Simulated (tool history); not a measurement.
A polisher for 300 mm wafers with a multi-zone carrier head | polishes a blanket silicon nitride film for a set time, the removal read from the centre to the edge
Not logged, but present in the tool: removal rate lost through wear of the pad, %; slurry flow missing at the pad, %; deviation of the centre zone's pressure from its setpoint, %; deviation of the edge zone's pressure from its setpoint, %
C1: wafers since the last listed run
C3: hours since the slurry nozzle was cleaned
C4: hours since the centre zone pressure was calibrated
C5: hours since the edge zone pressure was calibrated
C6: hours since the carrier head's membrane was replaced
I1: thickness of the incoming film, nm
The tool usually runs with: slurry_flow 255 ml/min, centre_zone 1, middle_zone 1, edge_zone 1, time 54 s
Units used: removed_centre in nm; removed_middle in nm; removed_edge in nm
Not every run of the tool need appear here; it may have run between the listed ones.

run 1 hour=0 | slurry_flow=255 centre_zone=1 middle_zone=1 edge_zone=1 time=54 | C1=0 wafers_polished_on_this_pad=722 C3=564.4 C4=759.6 C5=526 C6=1541.6 | I1=929.8 | removed_centre=109 removed_middle=124.2 removed_edge=118.3
-- hour=12.4 centre zone pressure recalibrated
run 2 hour=13.6 | slurry_flow=255 centre_zone=1 middle_zone=1 edge_zone=1 time=54 | C1=157 wafers_polished_on_this_pad=879 C3=578 C4=1.2 C5=539.6 C6=1555.2 | I1=919.5 | removed_centre=137.7 removed_middle=121.9 removed_edge=118.1
-- hour=20.5 worn pad replaced by a new one
run 3 hour=25.9 | slurry_flow=255 centre_zone=1 middle_zone=1 edge_zone=1 time=54 | C1=112 wafers_polished_on_this_pad=73 C3=590.3 C4=13.5 C5=551.9 C6=1567.5 | I1=906.2 | removed_centre=136.7 removed_middle=123 removed_edge=119.6
run 4 hour=38.5 | slurry_flow=255 centre_zone=1 middle_zone=1 edge_zone=1 time=54 | C1=171 wafers_polished_on_this_pad=244 C3=602.9 C4=26.1 C5=564.5 C6=1580.1 | I1=923.2 | removed_centre=136.1 removed_middle=121.6 removed_edge=119.2
run 5 hour=49.3 | slurry_flow=255 centre_zone=1 middle_zone=1 edge_zone=1 time=54 | C1=146 wafers_polished_on_this_pad=391 C3=613.7 C4=36.9 C5=575.3 C6=1590.9 | I1=904.1 | removed_centre=137.3 removed_middle=122.6 removed_edge=117
run 6 hour=66.6 | slurry_flow=255 centre_zone=1 middle_zone=1 edge_zone=1 time=54 | C1=235 wafers_polished_on_this_pad=626 C3=631 C4=54.2 C5=592.6 C6=1608.2 | I1=911.8 | removed_centre=134.8 removed_middle=121.5 removed_edge=118.9
run 7 hour=80.3 | slurry_flow=315 centre_zone=1 middle_zone=0.92 edge_zone=0.9 time=70 | C1=186 wafers_polished_on_this_pad=813 C3=644.7 C4=67.9 C5=606.3 C6=1621.9 | I1=922 | removed_centre=180.6 removed_middle=148.6 removed_edge=146.9
-- hour=87 centre zone pressure recalibrated, repeated, since the last time left the tool worse
-- hour=93.8 worn pad replaced by a new one
run 8 hour=94.3 | slurry_flow=255 centre_zone=1 middle_zone=1 edge_zone=1 time=54 | C1=108 wafers_polished_on_this_pad=7 C3=658.7 C4=7.3 C5=620.3 C6=1635.9 | I1=922.3 | removed_centre=120.1 removed_middle=124.3 removed_edge=118.9
run 9 hour=103.5 | slurry_flow=210 centre_zone=1.05 middle_zone=0.94 edge_zone=1.07 time=54 | C1=125 wafers_polished_on_this_pad=132 C3=667.9 C4=16.5 C5=629.5 C6=1645.1 | I1=933.9 | removed_centre=122.8 removed_middle=114.7 removed_edge=120.7
-- hour=111.4 slurry nozzle cleaned
-- hour=112.9 carrier head's membrane replaced by a new one
run 10 hour=116 | slurry_flow=170 centre_zone=1.11 middle_zone=0.92 edge_zone=1 time=54 | C1=136 wafers_polished_on_this_pad=269 C3=4.6 C4=29 C5=642 C6=3.1 | I1=917 | removed_centre=124.8 removed_middle=111.1 removed_edge=117.2
run 11 hour=135.1 | slurry_flow=255 centre_zone=1 middle_zone=1 edge_zone=1 time=54 | C1=259 wafers_polished_on_this_pad=528 C3=23.7 C4=48.1 C5=661.1 C6=22.2 | I1=925.5 | removed_centre=117.5 removed_middle=122.7 removed_edge=118.8
-- hour=143.8 edge zone pressure recalibrated
run 12 hour=144.3 | slurry_flow=255 centre_zone=1 middle_zone=1 edge_zone=1 time=54 | C1=97 wafers_polished_on_this_pad=626 C3=32.9 C4=57.3 C5=0.5 C6=31.4 | I1=924.2 | removed_centre=119.9 removed_middle=123 removed_edge=118.4
run 13 hour=150.1 | slurry_flow=300 centre_zone=1 middle_zone=0.9 edge_zone=1 time=54 | C1=78 wafers_polished_on_this_pad=705 C3=38.7 C4=63.1 C5=6.3 C6=37.2 | I1=937 | removed_centre=119.1 removed_middle=113.8 removed_edge=118.8
run 14 hour=166.6 | slurry_flow=340 centre_zone=1 middle_zone=1.07 edge_zone=0.94 time=46 | C1=224 wafers_polished_on_this_pad=930 C3=55.2 C4=79.6 C5=22.8 C6=53.7 | I1=901.3 | removed_centre=103.2 removed_middle=110.7 removed_edge=98.1
run 15 hour=173.1 | slurry_flow=335 centre_zone=1 middle_zone=1 edge_zone=1.11 time=59 | C1=88 wafers_polished_on_this_pad=1018 C3=61.7 C4=86.1 C5=29.3 C6=60.2 | I1=932 | removed_centre=130.7 removed_middle=137 removed_edge=136.8
-- hour=180.6 worn pad replaced by a new one
run 16 hour=185.7 | slurry_flow=255 centre_zone=0.95 middle_zone=1 edge_zone=0.93 time=54 | C1=117 wafers_polished_on_this_pad=69 C3=74.3 C4=98.7 C5=41.9 C6=72.8 | I1=928.3 | removed_centre=111.2 removed_middle=121.5 removed_edge=115.4
run 17 hour=191.8 | slurry_flow=255 centre_zone=0.93 middle_zone=0.89 edge_zone=0.88 time=54 | C1=83 wafers_polished_on_this_pad=152 C3=80.4 C4=104.8 C5=48 C6=78.9 | I1=914.2 | removed_centre=109 removed_middle=111.6 removed_edge=111.5
run 18 hour=203.3 | slurry_flow=165 centre_zone=1 middle_zone=1.05 edge_zone=0.96 time=65 | C1=156 wafers_polished_on_this_pad=308 C3=91.9 C4=116.3 C5=59.5 C6=90.4 | I1=923.4 | removed_centre=133.8 removed_middle=150.3 removed_edge=138
run 19 hour=220.9 | slurry_flow=255 centre_zone=1 middle_zone=0.96 edge_zone=1 time=54 | C1=239 wafers_polished_on_this_pad=548 C3=109.5 C4=133.9 C5=77.1 C6=108 | I1=928.3 | removed_centre=115.5 removed_middle=118.5 removed_edge=118.4
run 20 hour=228.5 | slurry_flow=255 centre_zone=1 middle_zone=1 edge_zone=1 time=54 | C1=103 wafers_polished_on_this_pad=651 C3=117.1 C4=141.5 C5=84.7 C6=115.6 | I1=929.7 | removed_centre=114.1 removed_middle=124 removed_edge=118.5
run 21 hour=243.9 | slurry_flow=255 centre_zone=1.04 middle_zone=0.93 edge_zone=1 time=54 | C1=209 wafers_polished_on_this_pad=861 C3=132.5 C4=156.9 C5=100.1 C6=131 | I1=921.5 | removed_centre=118.6 removed_middle=115.9 removed_edge=118.8
run 22 hour=255.1 | slurry_flow=255 centre_zone=1 middle_zone=0.9 edge_zone=1.03 time=54 | C1=152 wafers_polished_on_this_pad=1013 C3=143.7 C4=168.1 C5=111.3 C6=142.2 | I1=922.1 | removed_centre=113.3 removed_middle=110.9 removed_edge=119.3

State the hidden condition of the tool at each of the runs:
removal rate lost through wear of the pad, %: 0, the same for each run
slurry flow missing at the pad, %: 0, the same for each run
deviation of the edge zone's pressure from its setpoint, %: 0, the same for each run
H1: deviation of the centre zone's pressure from its setpoint, %
run=1 H1=-8.68
run=2 H1=15.6
run=3 H1=15.2
run=4 H1=14.9
run=5 H1=14.6
run=6 H1=14.2
run=7 H1=13.8
run=8 H1=-0.0814
run=9 H1=-0.349
run=10 H1=-0.699
run=11 H1=-1.2
run=12 H1=-1.43
run=13 H1=-1.58
run=14 H1=-1.96
run=15 H1=-2.11
run=16 H1=-2.38
run=17 H1=-2.51
run=18 H1=-2.74
run=19 H1=-3.08
run=20 H1=-3.22
run=21 H1=-3.49
run=22 H1=-3.67
